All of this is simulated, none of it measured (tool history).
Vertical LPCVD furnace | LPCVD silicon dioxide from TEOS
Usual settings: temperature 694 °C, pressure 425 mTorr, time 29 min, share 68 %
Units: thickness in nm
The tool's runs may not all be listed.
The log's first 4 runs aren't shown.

run   hour  temperature  pressure  time  share  read-back reference wafer on the same gauge, thickness  thickness
  5  192.1          687       425    29     68                                                  224.83     178.06
  6  223.5          687       425    29     68                                                  225.04     180.42
  7  274.9          687       425    29     68                                                  225.21     178.81
  8  304.2          694       455    29     57                                                  224.84     198.92
  9  359.6          694       455    29     57                                                  225.03     201.39
 10  406.7          700       425    29     68                                                  224.98     242.62
 11  450.6          700       425    29     68                                                  225.29     241.12
 12  480.7          694       425    24     68                                                  225.01     173.83
 13  509.8          694       320  23.5     58                                                  224.71     136.42
 14  571.4          705       425    22     60                                                  224.82     193.31
 15    620          694       425    38     57                                                  224.95     249.68
     671.3  -- pressure gauge zeroed
 16  673.7          704       350    29     62                                                  224.73     230.53
     685.9  -- gauge calibrated
 17  699.8          694       385    29     68                                                  225.01     200.51
 18  770.7          694       425    29     68                                                  224.72     208.73
 19    828          694       425    29     68                                                  225.27     211.01

The next listed run, before its measurement:
 20  899.6          694       380    26     68                                                       ?          ?

{"run 20": {"read-back reference wafer on the same gauge, thickness": 225.22, "thickness": 177.36}}
Without the tool's hidden state the same run would have given thickness 177.36 nm.
